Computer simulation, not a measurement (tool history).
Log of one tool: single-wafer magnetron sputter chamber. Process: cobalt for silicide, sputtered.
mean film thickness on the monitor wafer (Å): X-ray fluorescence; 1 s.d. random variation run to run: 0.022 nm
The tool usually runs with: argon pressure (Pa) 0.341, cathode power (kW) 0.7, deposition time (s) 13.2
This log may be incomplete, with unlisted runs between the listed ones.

run   hour  argon pressure (Pa)  cathode power (kW)  deposition time (s)  read-back reference wafer on the same gauge, thickness_nm  mean film thickness on the monitor wafer (Å)
  1      0                0.341                 0.7                 13.2                                                      4.612                                         43.53
      10.2  -- sputter target and shields replaced
  2   10.7                0.341                 0.7                 13.2                                                      4.612                                         45.59
  3   12.6                0.341                 0.7                 13.2                                                      4.611                                         45.35
  4   19.7                0.341                 0.7                 13.2                                                      4.609                                         45.22
  5   26.5                0.341                 0.7                 13.2                                                      4.621                                         45.36
  6   35.4                0.341                 0.7                 13.2                                                      4.613                                         45.15
  7   51.6                0.341                 0.7                 13.2                                                       4.61                                         44.59
  8   59.6                0.279                 0.7                 13.2                                                      4.599                                         44.98
  9   71.1                0.341                 0.8                 13.2                                                      4.596                                         50.71
      89.9  -- sputter target and shields replaced
      96.2  -- capacitance manometer re-zeroed and calibrated
 10   96.7                0.341                 0.8                 13.2                                                      4.613                                         51.65
 11  102.7                0.341                 0.7                 13.2                                                      4.614                                          45.2
       119  -- magnet pack replaced
 12  120.4                0.341                 0.7                 13.2                                                      4.615                                         45.23
 13  132.1                0.341                 0.7                 13.2                                                      4.597                                         44.86
 14  143.8                0.341                 0.7                 13.8                                                      4.618                                         46.87
     144.8  -- gauge calibrated
 15  153.3                0.238                 0.6                 14.2                                                      4.617                                          41.9
 16  159.6                0.432                 0.7                 11.9                                                      4.626                                         39.19
     182.6  -- sputter target and shields replaced
 17  183.1                0.341                 0.8                 13.2                                                      4.608                                         51.74
 18  185.7                0.453                0.75                 14.4                                                      4.609                                         52.11
 19  199.1                0.341                 0.8                 14.8                                                      4.615                                         57.98
 20  207.8                0.444                0.85                 13.2                                                      4.623                                         53.74
 21  221.5                0.341                0.55                 13.2                                                      4.603                                         36.12
 22  237.3                0.453                0.75                 14.4                                                       4.61                                         51.03
 23  248.9                0.444                0.85                 13.2                                                      4.606                                         51.64
     266.7  -- sputter target and shields replaced
 24  267.2                0.341                 0.7                 13.2                                                      4.618                                         44.98
 25  271.5                 0.42                 0.7                 11.5                                                       4.61                                         39.05
 26  278.1                0.341                 0.7                 11.6                                                      4.606                                         39.82
 27  291.3                0.293                0.65                 13.2                                                      4.616                                         42.76
 28  299.1                0.341                0.55                 11.8                                                      4.617                                         32.02
 29  315.5                0.341                 0.7                 14.4                                                      4.605                                         48.63

What would each run have given without the hidden state, its run-to-run variation left as it was?
The tool's hidden condition here consists of: deposition rate above that of a new target (%); true argon pressure above the setpoint (%); gauge reads high (%).
run  mean film thickness on the monitor wafer (Å)
  1                                         45.87
  2                                         45.74
  3                                          45.5
  4                                         45.39
  5                                         45.58
  6                                         45.47
  7                                         45.21
  8                                         45.82
  9                                         52.06
 10                                         51.73
 11                                         45.31
 12                                         45.55
 13                                         45.41
 14                                         47.78
 15                                         43.01
 16                                         40.44
 17                                          51.8
 18                                         52.17
 19                                         58.15
 20                                         54.01
 21                                          36.5
 22                                         52.04
 23                                         53.13
 24                                         45.36
 25                                         39.39
 26                                         40.18
 27                                         43.28
 28                                          32.5
 29                                         49.77

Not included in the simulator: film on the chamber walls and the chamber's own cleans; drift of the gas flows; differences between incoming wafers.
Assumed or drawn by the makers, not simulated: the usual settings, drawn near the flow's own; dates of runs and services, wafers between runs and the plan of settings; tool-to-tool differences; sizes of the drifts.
